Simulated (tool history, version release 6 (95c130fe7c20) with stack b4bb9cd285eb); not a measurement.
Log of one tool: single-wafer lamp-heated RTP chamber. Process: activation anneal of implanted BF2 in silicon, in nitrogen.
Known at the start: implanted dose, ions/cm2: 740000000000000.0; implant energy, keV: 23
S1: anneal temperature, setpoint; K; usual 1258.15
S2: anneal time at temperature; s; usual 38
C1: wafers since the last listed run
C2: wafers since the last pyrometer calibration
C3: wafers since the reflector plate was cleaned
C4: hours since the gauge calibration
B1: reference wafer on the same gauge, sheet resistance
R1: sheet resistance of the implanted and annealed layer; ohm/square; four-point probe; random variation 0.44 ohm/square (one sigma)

run 1 hour=0 | S1=1258.15 S2=38 | C1=0 C2=1579 C3=3146 C4=1244.1 | B1=188.03 | R1=205.01
run 2 hour=84.7 | S1=1258.15 S2=38 | C1=1055 C2=2635 C3=4202 C4=1328.8 | B1=187.95 | R1=204.7
run 3 hour=143.1 | S1=1258.15 S2=53 | C1=728 C2=3363 C3=4930 C4=1387.2 | B1=187.96 | R1=198.33
run 4 hour=208.8 | S1=1258.15 S2=38 | C1=819 C2=4182 C3=5749 C4=1452.9 | B1=187.91 | R1=204.61
run 5 hour=305.3 | S1=1258.15 S2=38 | C1=1203 C2=5385 C3=6952 C4=1549.4 | B1=187.98 | R1=203.96
run 6 hour=353.2 | S1=1258.15 S2=38 | C1=597 C2=5982 C3=7549 C4=1597.3 | B1=187.99 | R1=204.12
-- hour=413 pyrometer window cleaned and pyrometer calibrated
run 7 hour=449.5 | S1=1258.15 S2=25 | C1=1100 C2=455 C3=8650 C4=1693.6 | B1=187.93 | R1=210.32
-- hour=564.6 reflector plate cleaned
run 8 hour=749.7 | S1=1258.15 S2=38 | C1=3642 C2=4098 C3=2308 C4=1993.8 | B1=188.09 | R1=204.75
run 9 hour=855.5 | S1=1258.15 S2=38 | C1=1318 C2=5417 C3=3627 C4=2099.6 | B1=188.09 | R1=204.67
run 10 hour=935.5 | S1=1252.15 S2=52 | C1=997 C2=6414 C3=4624 C4=2179.6 | B1=187.86 | R1=204.08
-- hour=989.5 pyrometer window cleaned and pyrometer calibrated
run 11 hour=1042.2 | S1=1252.15 S2=52 | C1=1230 C2=656 C3=5854 C4=2286.3 | B1=187.99 | R1=204.26
run 12 hour=1139.2 | S1=1252.15 S2=52 | C1=1209 C2=1866 C3=7064 C4=2383.3 | B1=187.95 | R1=203.52
run 13 hour=1189.5 | S1=1258.15 S2=50 | C1=627 C2=2493 C3=7691 C4=2433.6 | B1=188.09 | R1=198.38
run 14 hour=1270.5 | S1=1258.15 S2=50 | C1=1009 C2=3502 C3=8701 C4=2514.6 | B1=187.98 | R1=198.18
run 15 hour=1348.8 | S1=1258.15 S2=50 | C1=976 C2=4479 C3=9677 C4=2592.9 | B1=188.03 | R1=198.16
run 16 hour=1391.6 | S1=1258.15 S2=38 | C1=533 C2=5012 C3=10210 C4=2635.7 | B1=187.81 | R1=202.65
-- hour=1479.2 reflector plate cleaned
run 17 hour=1482.1 | S1=1258.15 S2=38 | C1=1028 C2=6041 C3=36 C4=2726.2 | B1=187.98 | R1=206.42
run 18 hour=1546.4 | S1=1258.15 S2=38 | C1=801 C2=6842 C3=837 C4=2790.5 | B1=187.94 | R1=204.78
run 19 hour=1640.6 | S1=1272.15 S2=53 | C1=1174 C2=8017 C3=2012 C4=2884.7 | B1=188.07 | R1=187.88
-- hour=1685.2 pyrometer window cleaned and pyrometer calibrated
run 20 hour=1691.4 | S1=1274.15 S2=54 | C1=533 C2=77 C3=2545 C4=2935.5 | B1=188.03 | R1=186.28
run 21 hour=1789.1 | S1=1250.15 S2=31 | C1=1217 C2=1295 C3=3763 C4=3033.2 | B1=187.89 | R1=216.01
run 22 hour=1844.5 | S1=1258.15 S2=38 | C1=690 C2=1986 C3=4454 C4=3088.6 | B1=187.97 | R1=204.51
run 23 hour=1885.9 | S1=1286.15 S2=38 | C1=516 C2=2502 C3=4970 C4=3130 | B1=188.07 | R1=182.91
run 24 hour=1966.4 | S1=1258.15 S2=38 | C1=1003 C2=3506 C3=5974 C4=3210.5 | B1=187.96 | R1=204.45
run 25 hour=2132 | S1=1258.15 S2=38 | C1=2064 C2=5570 C3=8038 C4=3376.1 | B1=188.12 | R1=204.32
-- hour=2183.9 gauge calibrated
run 26 hour=2198.5 | S1=1272.15 S2=57 | C1=829 C2=6399 C3=8867 C4=14.6 | B1=188.01 | R1=185.59
-- hour=2318.1 pyrometer window cleaned and pyrometer calibrated
-- hour=2386.8 reflector plate cleaned
run 27 hour=2432.3 | S1=1258.15 S2=38 | C1=2715 C2=1323 C3=567 C4=248.4 | B1=187.92 | R1=205.13
run 28 hour=2481.8 | S1=1242.15 S2=49 | C1=617 C2=1941 C3=1184 C4=297.9 | B1=187.96 | R1=217.71
run 29 hour=2531.9 | S1=1229.15 S2=60 | C1=624 C2=2565 C3=1809 C4=348 | B1=187.97 | R1=228.91
run 30 hour=2593.1 | S1=1229.15 S2=60 | C1=762 C2=3328 C3=2572 C4=409.2 | B1=188.07 | R1=229.68
run 31 hour=2669.6 | S1=1276.15 S2=18 | C1=953 C2=4282 C3=3526 C4=485.7 | B1=187.99 | R1=201.12
run 32 hour=2709.3 | S1=1258.15 S2=38 | C1=494 C2=4777 C3=4020 C4=525.4 | B1=188.11 | R1=204.09
run 33 hour=2800.5 | S1=1258.15 S2=57 | C1=1136 C2=5914 C3=5157 C4=616.6 | B1=188.05 | R1=197.31
run 34 hour=2887.4 | S1=1237.15 S2=51 | C1=1083 C2=6997 C3=6241 C4=703.5 | B1=187.97 | R1=220.54
-- hour=2961.5 pyrometer window cleaned and pyrometer calibrated
run 35 hour=2993.7 | S1=1283.15 S2=27 | C1=1225 C2=400 C3=7466 C4=809.8 | B1=188 | R1=189.78
run 36 hour=3101 | S1=1258.15 S2=38 | C1=1337 C2=1738 C3=8804 C4=917.1 | B1=187.86 | R1=203.68

Forecast each of these 3 alternatives for the next run:
run A hour=3101.4 | S1=1258.15 S2=38 | C1=4 C2=1743 C3=8809 C4=917.5 | B1=? | R1=?
run B hour=3101.4 | S1=1277.15 S2=18 | C1=4 C2=1743 C3=8809 C4=917.5 | B1=? | R1=?
run C hour=3101.4 | S1=1269.15 S2=44 | C1=4 C2=1743 C3=8809 C4=917.5 | B1=? | R1=?

run=A B1=187.92 R1=203.35
run=B B1=187.92 R1=199.42
run=C B1=187.92 R1=191.64
Without the tool's hidden state the same runs would have given:
run=A R1=205.46
run=B R1=201.15
run=C R1=193.4
